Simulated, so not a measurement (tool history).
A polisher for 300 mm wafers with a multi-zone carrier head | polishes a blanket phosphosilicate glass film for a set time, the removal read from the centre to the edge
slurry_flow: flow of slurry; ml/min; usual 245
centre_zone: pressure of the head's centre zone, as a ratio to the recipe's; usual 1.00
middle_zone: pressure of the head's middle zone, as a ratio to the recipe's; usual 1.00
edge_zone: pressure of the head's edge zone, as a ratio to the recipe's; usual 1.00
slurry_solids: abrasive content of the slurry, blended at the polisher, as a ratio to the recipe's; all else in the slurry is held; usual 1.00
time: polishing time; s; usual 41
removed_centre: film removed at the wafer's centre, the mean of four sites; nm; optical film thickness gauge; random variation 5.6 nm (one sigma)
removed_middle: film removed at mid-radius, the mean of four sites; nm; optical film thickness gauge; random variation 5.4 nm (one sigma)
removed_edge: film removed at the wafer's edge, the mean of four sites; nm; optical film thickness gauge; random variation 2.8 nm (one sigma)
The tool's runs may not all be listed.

run     day  slurry_flow  centre_zone  middle_zone  edge_zone  slurry_solids  time  wafers since the last listed run  wafers polished on this pad  hours since the slurry nozzle was cleaned  hours since the centre zone pressure was calibrated  hours since the edge zone pressure was calibrated  hours since the carrier head's membrane was replaced  incoming thickness of the incoming film, nm  removed_centre  removed_middle  removed_edge
  1   0.000          245         1.00         1.03       1.10           1.20    47                                 0                          363                                      268.9                                                508.2                                              175.3                                                 390.6                                       4400.9           468.7           474.8         507.0
  2   1.429          245         1.00         1.00       1.00           1.00    41                               358                          722                                      303.2                                                542.5                                              209.6                                                 424.9                                       4402.7           396.9           381.1         392.7
  3   2.750          245         1.00         1.00       1.00           1.00    41                               331                         1053                                      334.9                                                574.2                                              241.3                                                 456.6                                       4370.9           375.7           391.5         385.5
  4   3.912          245         1.00         1.00       1.00           1.00    51                               291                         1345                                      362.8                                                602.1                                              269.2                                                 484.5                                       4301.1           477.9           469.8         484.2
  5   6.188          245         0.94         1.00       1.00           1.00    28                               570                         1915                                      417.4                                                656.7                                              323.8                                                 539.1                                       4463.9           242.5           259.5         256.3
      6.983  -- carrier head's membrane replaced by a new one
  6   7.054          290         1.06         1.00       1.00           1.00    41                               165                         2080                                      438.2                                                677.5                                              344.6                                                   1.7                                       4355.3           407.4           385.7         381.7
  7   7.646          245         1.00         1.00       1.10           1.00    34                               148                         2229                                      452.4                                                691.7                                              358.8                                                  15.9                                       4407.6           303.0           298.3         322.1
  8   8.733          245         1.00         1.00       1.00           1.00    41                               272                         2502                                      478.5                                                717.8                                              384.9                                                  42.0                                       4420.9           361.3           358.5         363.7
      8.950  -- centre zone pressure recalibrated
  9   9.412          245         1.00         1.00       1.00           1.00    41                               149                         2651                                      494.8                                                 11.1                                              401.2                                                  58.3                                       4425.1           361.2           356.8         360.2
 10   9.958          245         0.92         1.00       1.00           1.00    41                               136                         2788                                      507.9                                                 24.2                                              414.3                                                  71.4                                       4343.6           316.3           358.5         357.9
     10.212  -- worn pad replaced by a new one
 11  11.254          245         1.00         0.89       1.00           1.00    41                               283                          261                                      539.0                                                 55.3                                              445.4                                                 102.5                                       4495.5           384.3           352.8         397.6
 12  12.438          245         1.00         1.00       1.00           1.00    41                               296                          558                                      567.4                                                 83.7                                              473.8                                                 130.9                                       4446.4           383.9           385.1         390.7
 13  12.983          245         0.97         1.06       1.00           1.20    41                               136                          694                                      580.5                                                 96.8                                              486.9                                                 144.0                                       4470.8           400.6           438.7         421.2
 14  13.929          245         0.93         1.00       1.00           0.75    41                               237                          932                                      603.2                                                119.5                                              509.6                                                 166.7                                       4464.9           321.7           346.5         348.3
 15  14.742          245         1.00         1.00       1.00           1.00    41                               203                         1136                                      622.7                                                139.0                                              529.1                                                 186.2                                       4411.3           376.2           377.9         390.1
 16  15.675          245         0.88         1.00       1.11           1.10    33                               234                         1370                                      645.1                                                161.4                                              551.5                                                 208.6                                       4345.1           275.2           320.9         344.4
 17  16.908          245         1.00         1.00       1.00           1.25    41                               309                         1679                                      674.7                                                191.0                                              581.1                                                 238.2                                       4381.5           412.1           411.0         418.4
 18  18.392          245         1.00         1.11       1.00           1.20    41                               372                         2051                                      710.3                                                226.6                                              616.7                                                 273.8                                       4353.9           391.5           448.6         404.1
     19.412  -- slurry nozzle cleaned
     20.804  -- worn pad replaced by a new one
 19  22.788          300         1.00         1.07       1.08           1.00    41                              1050                          497                                       81.0                                                332.1                                              722.2                                                 379.3                                       4318.8           396.2           419.9         409.7
 20  23.342          245         0.97         1.06       1.00           1.20    41                               139                          636                                       94.3                                                345.4                                              735.5                                                 392.6                                       4401.6           401.4           436.3         414.7
 21  24.438          320         1.00         1.03       1.04           1.00    41                               274                          911                                      120.6                                                371.7                                              761.8                                                 418.9                                       4461.8           387.9           406.3         402.1

How the hidden state differs across the entries between the runs, from the last listed run before each to the first after it:
Between runs 5 and 6: carrier head's membrane replaced by a new one (day 6.983)
  removal rate lost through wear of the pad, %: 5.16 -> 6.04
  measured less the result without the state, removed_centre: -13.2 -> -26.2 nm; removed_middle: -14.1 -> -24.8 nm; removed_edge: -13.9 -> -24.6 nm
Between runs 8 and 9: centre zone pressure recalibrated (day 8.950)
  removal rate lost through wear of the pad, %: 8.02 -> 8.92
  measured less the result without the state, removed_centre: -31.5 -> -35.3 nm; removed_middle: -31.2 -> -35.0 nm; removed_edge: -31.8 -> -35.3 nm
Between runs 10 and 11: worn pad replaced by a new one (day 10.212)
  removal rate lost through wear of the pad, %: 9.69 -> 0.727
  measured less the result without the state, removed_centre: -33.9 -> -2.8 nm; removed_middle: -38.5 -> -2.6 nm; removed_edge: -38.4 -> -2.9 nm
Between runs 18 and 19: slurry nozzle cleaned (day 19.412); worn pad replaced by a new one (day 20.804)
  removal rate lost through wear of the pad, %: 4.88 -> 1.64
  measured less the result without the state, removed_centre: -20.1 -> -6.6 nm; removed_middle: -23.0 -> -6.9 nm; removed_edge: -20.8 -> -6.8 nm
